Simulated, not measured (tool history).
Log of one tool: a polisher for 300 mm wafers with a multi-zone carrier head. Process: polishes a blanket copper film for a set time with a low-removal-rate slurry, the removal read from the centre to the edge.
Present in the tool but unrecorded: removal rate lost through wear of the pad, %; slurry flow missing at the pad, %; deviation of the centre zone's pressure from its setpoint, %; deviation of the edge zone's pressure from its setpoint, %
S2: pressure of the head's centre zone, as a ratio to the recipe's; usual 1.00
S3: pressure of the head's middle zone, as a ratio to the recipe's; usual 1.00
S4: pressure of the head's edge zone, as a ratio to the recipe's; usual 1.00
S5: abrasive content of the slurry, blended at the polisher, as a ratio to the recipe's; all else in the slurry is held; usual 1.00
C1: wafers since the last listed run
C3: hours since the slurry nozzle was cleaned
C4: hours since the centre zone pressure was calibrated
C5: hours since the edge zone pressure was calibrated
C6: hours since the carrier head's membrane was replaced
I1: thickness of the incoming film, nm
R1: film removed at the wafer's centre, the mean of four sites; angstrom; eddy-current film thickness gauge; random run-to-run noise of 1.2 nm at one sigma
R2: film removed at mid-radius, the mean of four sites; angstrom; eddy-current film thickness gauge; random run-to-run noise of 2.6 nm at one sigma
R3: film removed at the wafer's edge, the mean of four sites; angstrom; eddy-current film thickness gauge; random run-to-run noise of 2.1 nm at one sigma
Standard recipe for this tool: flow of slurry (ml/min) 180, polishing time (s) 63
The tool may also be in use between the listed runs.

{"run": 1, "hour": 0.0, "flow of slurry (ml/min)": 235, "S2": 0.89, "S3": 1.0, "S4": 1.0, "S5": 1.0, "polishing time (s)": 63, "C1": 0, "wafers polished on this pad": 1028, "C3": 108.1, "C4": 569.7, "C5": 37.9, "C6": 1451.0, "I1": 1551.0, "R1": 1880, "R2": 2105, "R3": 2120}
{"run": 2, "hour": 45.5, "flow of slurry (ml/min)": 160, "S2": 0.92, "S3": 1.0, "S4": 1.0, "S5": 1.0, "polishing time (s)": 63, "C1": 491, "wafers polished on this pad": 1519, "C3": 153.6, "C4": 615.2, "C5": 83.4, "C6": 1496.5, "I1": 1576.6, "R1": 1742, "R2": 1902, "R3": 1939}
{"run": 3, "hour": 141.3, "flow of slurry (ml/min)": 180, "S2": 1.0, "S3": 1.0, "S4": 1.0, "S5": 1.0, "polishing time (s)": 63, "C1": 1034, "wafers polished on this pad": 2554, "C3": 249.4, "C4": 711.0, "C5": 179.2, "C6": 1592.3, "I1": 1518.1, "R1": 1959, "R2": 1968, "R3": 2018}
{"run": 4, "hour": 188.4, "flow of slurry (ml/min)": 180, "S2": 1.0, "S3": 1.0, "S4": 1.0, "S5": 1.0, "polishing time (s)": 63, "C1": 508, "wafers polished on this pad": 3062, "C3": 296.5, "C4": 758.1, "C5": 226.3, "C6": 1639.4, "I1": 1569.5, "R1": 1952, "R2": 1997, "R3": 2001}
{"run": 5, "hour": 217.4, "flow of slurry (ml/min)": 180, "S2": 1.0, "S3": 1.0, "S4": 1.0, "S5": 1.0, "polishing time (s)": 63, "C1": 313, "wafers polished on this pad": 3376, "C3": 325.5, "C4": 787.1, "C5": 255.3, "C6": 1668.4, "I1": 1556.9, "R1": 1946, "R2": 1942, "R3": 2010}
{"run": 6, "hour": 285.8, "flow of slurry (ml/min)": 180, "S2": 1.0, "S3": 1.0, "S4": 1.0, "S5": 1.0, "polishing time (s)": 63, "C1": 738, "wafers polished on this pad": 4114, "C3": 393.9, "C4": 855.5, "C5": 323.7, "C6": 1736.8, "I1": 1527.7, "R1": 1949, "R2": 2010, "R3": 2014}
{"run": 7, "hour": 316.9, "flow of slurry (ml/min)": 155, "S2": 1.0, "S3": 1.0, "S4": 1.0, "S5": 1.0, "polishing time (s)": 63, "C1": 335, "wafers polished on this pad": 4450, "C3": 425.0, "C4": 886.6, "C5": 354.8, "C6": 1767.9, "I1": 1565.5, "R1": 1818, "R2": 1843, "R3": 1916}
{"hour": 327.8, "done": "worn pad replaced by a new one"}
{"hour": 350.1, "done": "edge zone pressure recalibrated"}
{"run": 8, "hour": 371.2, "flow of slurry (ml/min)": 160, "S2": 0.89, "S3": 1.0, "S4": 1.0, "S5": 1.0, "polishing time (s)": 82, "C1": 521, "wafers polished on this pad": 447, "C3": 479.3, "C4": 940.9, "C5": 21.1, "C6": 1822.2, "I1": 1525.4, "R1": 2125, "R2": 2441, "R3": 2526}
{"hour": 401.3, "done": "carrier head's membrane replaced by a new one"}
{"run": 9, "hour": 414.5, "flow of slurry (ml/min)": 180, "S2": 1.0, "S3": 1.0, "S4": 1.0, "S5": 1.2, "polishing time (s)": 63, "C1": 413, "wafers polished on this pad": 860, "C3": 522.6, "C4": 984.2, "C5": 64.4, "C6": 13.2, "I1": 1556.4, "R1": 2007, "R2": 2021, "R3": 2088}
{"run": 10, "hour": 475.2, "flow of slurry (ml/min)": 180, "S2": 1.0, "S3": 0.96, "S4": 1.05, "S5": 1.2, "polishing time (s)": 78, "C1": 655, "wafers polished on this pad": 1516, "C3": 583.3, "C4": 1044.9, "C5": 125.1, "C6": 73.9, "I1": 1531.3, "R1": 2445, "R2": 2381, "R3": 2572}
{"run": 11, "hour": 543.1, "flow of slurry (ml/min)": 180, "S2": 1.0, "S3": 1.06, "S4": 1.0, "S5": 1.0, "polishing time (s)": 63, "C1": 733, "wafers polished on this pad": 2249, "C3": 651.2, "C4": 1112.8, "C5": 193.0, "C6": 141.8, "I1": 1522.1, "R1": 1878, "R2": 1992, "R3": 1927}
{"run": 12, "hour": 578.1, "flow of slurry (ml/min)": 200, "S2": 1.0, "S3": 1.0, "S4": 1.09, "S5": 1.2, "polishing time (s)": 63, "C1": 377, "wafers polished on this pad": 2627, "C3": 686.2, "C4": 1147.8, "C5": 228.0, "C6": 176.8, "I1": 1576.7, "R1": 2027, "R2": 2027, "R3": 2155}
{"hour": 602.5, "done": "centre zone pressure recalibrated"}
{"run": 13, "hour": 642.2, "flow of slurry (ml/min)": 180, "S2": 1.0, "S3": 1.07, "S4": 1.0, "S5": 1.0, "polishing time (s)": 63, "C1": 670, "wafers polished on this pad": 3298, "C3": 750.3, "C4": 39.7, "C5": 292.1, "C6": 240.9, "I1": 1532.5, "R1": 1820, "R2": 1957, "R3": 1888}
{"hour": 701.0, "done": "edge zone pressure recalibrated"}
{"run": 14, "hour": 712.1, "flow of slurry (ml/min)": 220, "S2": 0.95, "S3": 1.0, "S4": 1.06, "S5": 1.0, "polishing time (s)": 75, "C1": 733, "wafers polished on this pad": 4031, "C3": 820.2, "C4": 109.6, "C5": 11.1, "C6": 310.8, "I1": 1538.7, "R1": 2195, "R2": 2299, "R3": 2409}
{"hour": 732.8, "done": "worn pad replaced by a new one"}
{"run": 15, "hour": 765.5, "flow of slurry (ml/min)": 180, "S2": 1.0, "S3": 1.0, "S4": 1.0, "S5": 1.0, "polishing time (s)": 63, "C1": 533, "wafers polished on this pad": 353, "C3": 873.6, "C4": 163.0, "C5": 64.5, "C6": 364.2, "I1": 1564.0, "R1": 1714, "R2": 1753, "R3": 1848}
{"hour": 768.2, "done": "slurry nozzle cleaned"}
{"run": 16, "hour": 803.5, "flow of slurry (ml/min)": 180, "S2": 1.0, "S3": 1.0, "S4": 1.0, "S5": 1.0, "polishing time (s)": 63, "C1": 399, "wafers polished on this pad": 752, "C3": 35.3, "C4": 201.0, "C5": 102.5, "C6": 402.2, "I1": 1568.1, "R1": 1989, "R2": 1975, "R3": 2066}
{"run": 17, "hour": 853.0, "flow of slurry (ml/min)": 225, "S2": 1.0, "S3": 1.0, "S4": 1.0, "S5": 1.0, "polishing time (s)": 63, "C1": 534, "wafers polished on this pad": 1287, "C3": 84.8, "C4": 250.5, "C5": 152.0, "C6": 451.7, "I1": 1521.4, "R1": 2093, "R2": 2112, "R3": 2115}
{"run": 18, "hour": 880.6, "flow of slurry (ml/min)": 180, "S2": 1.0, "S3": 0.9, "S4": 0.9, "S5": 1.0, "polishing time (s)": 63, "C1": 298, "wafers polished on this pad": 1585, "C3": 112.4, "C4": 278.1, "C5": 179.6, "C6": 479.3, "I1": 1552.2, "R1": 1982, "R2": 1891, "R3": 1952}
{"run": 19, "hour": 923.6, "flow of slurry (ml/min)": 235, "S2": 1.0, "S3": 0.95, "S4": 1.0, "S5": 0.75, "polishing time (s)": 79, "C1": 464, "wafers polished on this pad": 2049, "C3": 155.4, "C4": 321.1, "C5": 222.6, "C6": 522.3, "I1": 1561.7, "R1": 2484, "R2": 2411, "R3": 2452}
{"run": 20, "hour": 954.2, "flow of slurry (ml/min)": 180, "S2": 1.0, "S3": 0.95, "S4": 0.93, "S5": 1.15, "polishing time (s)": 63, "C1": 330, "wafers polished on this pad": 2380, "C3": 186.0, "C4": 351.7, "C5": 253.2, "C6": 552.9, "I1": 1548.6, "R1": 2041, "R2": 1985, "R3": 2012}
{"run": 21, "hour": 1015.4, "flow of slurry (ml/min)": 180, "S2": 1.07, "S3": 1.04, "S4": 1.06, "S5": 1.0, "polishing time (s)": 52, "C1": 660, "wafers polished on this pad": 3041, "C3": 247.2, "C4": 412.9, "C5": 314.4, "C6": 614.1, "I1": 1559.9, "R1": 1758, "R2": 1688, "R3": 1712}

What would each run have given without the hidden state, its run-to-run variation left as it was?
run=1 R1=1882 R2=2107 R3=2122
run=2 R1=1749 R2=1909 R3=1944
run=3 R1=1974 R2=1981 R3=2028
run=4 R1=1973 R2=2016 R3=2014
run=5 R1=1971 R2=1965 R3=2027
run=6 R1=1986 R2=2044 R3=2039
run=7 R1=1874 R2=1892 R3=1953
run=8 R1=2205 R2=2522 R3=2585
run=9 R1=2079 R2=2085 R3=2137
run=10 R1=2561 R2=2481 R3=2649
run=11 R1=1997 R2=2103 R3=2004
run=12 R1=2149 R2=2136 R3=2239
run=13 R1=1993 R2=2121 R3=2000
run=14 R1=2390 R2=2480 R3=2548
run=15 R1=1992 R2=2000 R3=2028
run=16 R1=1994 R2=1979 R3=2069
run=17 R1=2098 R2=2116 R3=2118
run=18 R1=1990 R2=1897 R3=1957
run=19 R1=2492 R2=2418 R3=2457
run=20 R1=2054 R2=1996 R3=2020
run=21 R1=1774 R2=1702 R3=1722
